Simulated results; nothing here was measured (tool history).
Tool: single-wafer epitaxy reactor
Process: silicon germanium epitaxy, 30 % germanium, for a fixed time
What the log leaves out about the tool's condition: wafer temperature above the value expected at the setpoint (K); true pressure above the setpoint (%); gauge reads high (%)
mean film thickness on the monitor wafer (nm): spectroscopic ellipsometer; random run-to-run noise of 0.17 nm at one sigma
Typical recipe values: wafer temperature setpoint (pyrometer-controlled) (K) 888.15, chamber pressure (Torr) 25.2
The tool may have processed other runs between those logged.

run,day,wafer temperature setpoint (pyrometer-controlled) (K),chamber pressure (Torr),wafers since the last listed run,hours since the last pyrometer calibration,hours since the last manometer calibration,hours since the showerhead was replaced,hours since the gauge calibration,"read-back reference wafer on the same gauge, thickness_nm",mean film thickness on the monitor wafer (nm)
1,0.000,888.15,25.2,0,973.8,879.9,3108.4,196.5,78.929,82.138
2,1.342,884.15,25.2,595,1006.0,912.1,3140.6,228.7,79.039,77.264
3,2.658,884.15,25.2,584,1037.6,943.7,3172.2,260.3,79.056,77.477
4,3.825,884.15,25.2,518,1065.6,971.7,3200.2,288.3,78.998,77.471
5,4.638,894.15,25.2,360,1085.1,991.2,3219.7,307.8,79.014,90.238
6,5.600,888.15,20.8,427,1108.2,1014.3,3242.8,330.9,78.960,74.247
7,6.400,888.15,25.2,355,1127.4,1033.5,3262.0,350.1,78.993,82.932
8,7.583,888.15,25.2,525,1155.8,1061.9,3290.4,378.5,78.959,82.892
9,8.204,897.15,25.2,275,1170.7,1076.8,3305.3,393.4,79.021,95.243
10,8.912,897.15,25.2,314,1187.7,1093.8,3322.3,410.4,79.018,95.398
11,9.804,888.15,20.9,395,1209.1,1115.2,3343.7,431.8,78.971,75.004
# day 10.942: gauge calibrated
12,11.158,888.15,20.9,601,1241.6,1147.7,3376.2,5.2,79.034,75.133
13,12.567,885.15,23.8,625,1275.4,1181.5,3410.0,39.0,78.986,77.566
14,13.267,885.15,23.8,310,1292.2,1198.3,3426.8,55.8,79.013,77.674
15,14.412,879.15,28.6,508,1319.7,1225.8,3454.3,83.3,79.016,77.950
16,14.942,874.15,23.2,234,1332.4,1238.5,3467.0,96.0,78.979,64.790
# day 15.367: capacitance manometer re-zeroed and calibrated
17,15.975,888.15,25.2,310,1357.2,14.6,3491.8,120.8,78.983,87.214
18,17.079,897.15,25.2,490,1383.7,41.1,3518.3,147.3,79.025,100.032
19,18.008,888.15,25.2,412,1406.0,63.4,3540.6,169.6,78.947,87.246
# day 18.808: pyrometer calibrated
20,19.492,900.15,30.0,510,16.4,99.0,3576.2,205.2,78.996,108.316
# day 20.567: showerhead replaced
21,20.675,900.15,25.2,377,44.8,127.4,2.6,233.6,79.018,98.936
22,21.629,888.15,25.2,423,67.7,150.3,25.5,256.5,79.033,82.259
23,22.862,897.15,28.4,547,97.3,179.9,55.1,286.1,78.980,100.093
24,23.833,888.15,25.2,431,120.6,203.2,78.4,309.4,78.998,81.986
25,24.608,879.15,30.2,344,139.2,221.8,97.0,328.0,78.978,78.316
26,25.542,888.15,20.0,414,161.6,244.2,119.4,350.4,79.037,72.200
27,26.346,897.15,19.7,357,180.9,263.5,138.7,369.7,79.017,82.335
28,27.300,888.15,22.2,423,203.8,286.4,161.6,392.6,78.979,76.764

Entry by entry between the runs, the difference in hidden state between the last listed run before and the first listed run after:
From run 11 to run 12: gauge calibrated (day 10.942)
  wafer temperature above the value expected at the setpoint (K): 2.72 -> 2.87; true pressure above the setpoint (%): -6.35 -> -6.37
  difference, measured minus the result without the unlogged condition, mean film thickness on the monitor wafer (nm): +0.561 -> +0.724
From run 16 to run 17: capacitance manometer re-zeroed and calibrated (day 15.367)
  wafer temperature above the value expected at the setpoint (K): 3.31 -> 3.43; true pressure above the setpoint (%): -6.43 -> 0.176
  difference, measured minus the result without the unlogged condition, mean film thickness on the monitor wafer (nm): +1.127 -> +4.593
From run 19 to run 20: pyrometer calibrated (day 18.808)
  wafer temperature above the value expected at the setpoint (K): 3.69 -> 0.452; true pressure above the setpoint (%): -0.563 -> -1.04
  difference, measured minus the result without the unlogged condition, mean film thickness on the monitor wafer (nm): +4.595 -> +0.148
From run 20 to run 21: showerhead replaced (day 20.567)
  wafer temperature above the value expected at the setpoint (K): 0.452 -> 0.456; true pressure above the setpoint (%): -1.04 -> -1.39
  difference, measured minus the result without the unlogged condition, mean film thickness on the monitor wafer (nm): +0.148 -> -0.045
